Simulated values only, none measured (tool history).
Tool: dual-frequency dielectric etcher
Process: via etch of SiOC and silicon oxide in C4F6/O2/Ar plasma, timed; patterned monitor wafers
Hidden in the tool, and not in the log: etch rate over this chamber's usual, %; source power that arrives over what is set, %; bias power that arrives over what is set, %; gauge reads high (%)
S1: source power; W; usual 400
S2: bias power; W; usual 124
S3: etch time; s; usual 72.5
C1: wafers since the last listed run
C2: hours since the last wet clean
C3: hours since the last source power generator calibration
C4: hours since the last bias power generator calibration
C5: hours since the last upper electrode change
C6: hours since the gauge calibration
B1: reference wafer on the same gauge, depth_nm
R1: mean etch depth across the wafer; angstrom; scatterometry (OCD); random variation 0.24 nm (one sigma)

run,hour,S1,S2,S3,C1,C2,C3,C4,C5,C6,B1,R1
1,0.0,400,112,72.5,0,189.1,4127.7,1443.9,1649.3,2001.7,57.4,615
2,35.7,400,112,72.5,323,224.8,4163.4,1479.6,1685.0,2037.4,57.4,617
3,86.3,400,124,72.5,458,275.4,4214.0,1530.2,1735.6,2088.0,57.4,625
4,129.6,400,124,72.5,392,318.7,4257.3,1573.5,1778.9,2131.3,57.4,623
5,158.8,400,95,72.5,264,347.9,4286.5,1602.7,1808.1,2160.5,57.4,601
6,227.0,400,124,72.5,618,416.1,4354.7,1670.9,1876.3,2228.7,57.4,618
# hour 253.9: bias power generator calibrated
7,254.4,450,97,72.5,212,443.5,4382.1,0.5,1903.7,2256.1,57.4,639
# hour 304.7: wet clean of the chamber
8,305.2,400,109,72.5,242,0.5,4432.9,51.3,1954.5,2306.9,57.4,627
9,318.7,400,124,72.5,122,14.0,4446.4,64.8,1968.0,2320.4,57.4,632
10,366.8,400,147,63.5,436,62.1,4494.5,112.9,2016.1,2368.5,57.4,569
# hour 453.6: upper electrode replaced
11,464.0,400,124,79.5,663,159.3,4591.7,210.1,10.4,2465.7,57.4,687
12,525.8,400,124,72.5,560,221.1,4653.5,271.9,72.2,2527.5,57.4,624
# hour 537.9: source power generator calibrated
13,558.4,400,124,57.5,259,253.7,20.5,304.5,104.8,2560.1,57.4,514
14,617.5,320,110,58.5,535,312.8,79.6,363.6,163.9,2619.2,57.4,443
# hour 665.0: gauge calibrated
15,683.7,400,138,82.0,600,379.0,145.8,429.8,230.1,18.7,57.4,745
16,708.5,400,124,72.5,224,403.8,170.6,454.6,254.9,43.5,57.5,640
17,753.5,430,97,86.5,407,448.8,215.6,499.6,299.9,88.5,57.3,763
# hour 787.4: wet clean of the chamber
18,917.4,400,124,72.5,1268,130.0,379.5,663.5,463.8,252.4,57.4,654
19,971.5,400,124,72.5,490,184.1,433.6,717.6,517.9,306.5,57.4,646
20,1017.1,470,124,72.5,413,229.7,479.2,763.2,563.5,352.1,57.4,711
21,1060.2,400,124,82.0,390,272.8,522.3,806.3,606.6,395.2,57.4,725
22,1128.3,400,124,72.5,617,340.9,590.4,874.4,674.7,463.3,57.4,639
23,1157.8,450,124,72.5,267,370.4,619.9,903.9,704.2,492.8,57.4,681
24,1222.6,400,124,72.5,587,435.2,684.7,968.7,769.0,557.6,57.4,633
# hour 1274.6: wet clean of the chamber
25,1292.8,330,149,65.0,418,18.2,754.9,1038.9,839.2,627.8,57.4,541
26,1356.9,400,124,72.5,581,82.3,819.0,1103.0,903.3,691.9,57.4,654
27,1418.1,400,112,91.0,554,143.5,880.2,1164.2,964.5,753.1,57.4,804
28,1486.0,340,124,72.5,615,211.4,948.1,1232.1,1032.4,821.0,57.4,587

The tool's hidden state at each run:
bias power that arrives over what is set, %: 0 in every run
gauge reads high (%): 0 in every run
H1: etch rate over this chamber's usual, %
H2: source power that arrives over what is set, %
run,H1,H2
1,-0.971,-5.32
2,-1.25,-5.36
3,-1.64,-5.42
4,-1.98,-5.46
5,-2.2,-5.5
6,-2.73,-5.57
7,-2.95,-5.6
8,0.423,-5.66
9,0.318,-5.67
10,-0.0559,-5.72
11,-0.811,-5.83
12,-1.29,-5.9
13,-1.54,0.361
14,-2,0.297
15,-2.52,0.225
16,-2.71,0.197
17,-3.06,0.148
18,-1.06,-0.0308
19,-1.48,-0.0899
20,-1.83,-0.14
21,-2.17,-0.187
22,-2.7,-0.261
23,-2.93,-0.293
24,-3.43,-0.364
25,0.0445,-0.441
26,-0.453,-0.511
27,-0.929,-0.578
28,-1.46,-0.652

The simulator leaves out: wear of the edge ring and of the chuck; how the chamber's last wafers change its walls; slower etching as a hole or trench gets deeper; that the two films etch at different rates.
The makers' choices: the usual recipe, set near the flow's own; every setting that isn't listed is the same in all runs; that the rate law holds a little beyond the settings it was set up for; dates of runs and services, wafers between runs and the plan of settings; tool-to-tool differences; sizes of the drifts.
